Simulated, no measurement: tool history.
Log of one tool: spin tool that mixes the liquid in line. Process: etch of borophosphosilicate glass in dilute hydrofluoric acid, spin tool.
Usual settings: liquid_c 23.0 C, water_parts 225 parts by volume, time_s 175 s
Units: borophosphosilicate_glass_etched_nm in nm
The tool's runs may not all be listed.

run,hour,liquid_c,water_parts,time_s,wafers since the last listed run,hours since the thermometer was replaced,hours since the hydrofluoric acid flow meter was replaced,hours since the gauge calibration,"read-back film thickness of the borophosphosilicate glass reference wafer, read on the same gauge (nm)",borophosphosilicate_glass_etched_nm
1,0.0,24.5,225,95,0,93.3,282.7,162.2,130.00,17.02
2,47.9,23.0,225,175,300,141.2,330.6,210.1,130.02,30.01
3,110.9,23.0,225,175,395,204.2,393.6,273.1,130.02,29.50
4,159.1,23.0,225,175,302,252.4,441.8,321.3,130.01,29.65
5,252.4,23.0,225,175,585,345.7,535.1,414.6,130.01,29.30
6,294.9,23.0,225,175,266,388.2,577.6,457.1,129.99,29.55
7,347.2,23.0,225,175,327,440.5,629.9,509.4,130.00,29.49
# hour 424.1: thermometer replaced
8,449.9,23.0,225,175,637,25.8,732.6,612.1,129.99,29.33
9,495.3,23.0,225,175,284,71.2,778.0,657.5,130.02,28.86
10,592.2,23.0,225,175,607,168.1,874.9,754.4,130.00,28.34
11,634.8,23.0,225,135,267,210.7,917.5,797.0,129.99,21.75
12,931.6,23.0,175,120,1860,507.5,1214.3,1093.8,130.00,25.91
# hour 971.4: gauge calibrated
# hour 990.4: thermometer replaced
13,1024.3,23.0,140,260,574,33.9,1307.0,52.9,129.99,73.08
# hour 1042.3: hydrofluoric acid flow meter replaced
14,1123.7,23.0,225,135,616,133.3,81.4,152.3,130.00,22.84
15,1225.3,21.5,225,250,637,234.9,183.0,253.9,130.01,40.10
16,1274.2,23.0,225,175,306,283.8,231.9,302.8,129.99,30.07
17,1348.4,23.0,115,175,465,358.0,306.1,377.0,129.99,66.16
18,1536.1,23.0,225,175,1176,545.7,493.8,564.7,130.02,29.35
# hour 1592.9: thermometer replaced
19,1626.2,23.0,165,75,558,33.3,583.9,654.8,130.00,17.96
20,1700.7,23.0,140,260,467,107.8,658.4,729.3,130.01,75.90
21,1756.2,23.0,225,175,347,163.3,713.9,784.8,129.99,28.60
22,1856.7,23.0,185,175,630,263.8,814.4,885.3,130.00,36.59
23,1939.4,23.0,135,175,518,346.5,897.1,968.0,130.02,52.76

Forecast each of these 5 alternatives for the next run:
A,1939.9,23.0,265,175,3,347.0,897.6,968.5,?,?
B,1939.9,23.0,225,215,3,347.0,897.6,968.5,?,?
C,1939.9,19.0,165,175,3,347.0,897.6,968.5,?,?
D,1939.9,21.5,225,175,3,347.0,897.6,968.5,?,?
E,1939.9,26.0,125,275,3,347.0,897.6,968.5,?,?

run,"read-back film thickness of the borophosphosilicate glass reference wafer, read on the same gauge (nm)",borophosphosilicate_glass_etched_nm
A,130.02,23.22
B,130.02,35.04
C,130.02,35.59
D,130.02,26.99
E,130.02,101.46
Without the tool's hidden state the same runs would have given:
run,borophosphosilicate_glass_etched_nm
A,25.09
B,37.79
C,38.24
D,29.10
E,108.93
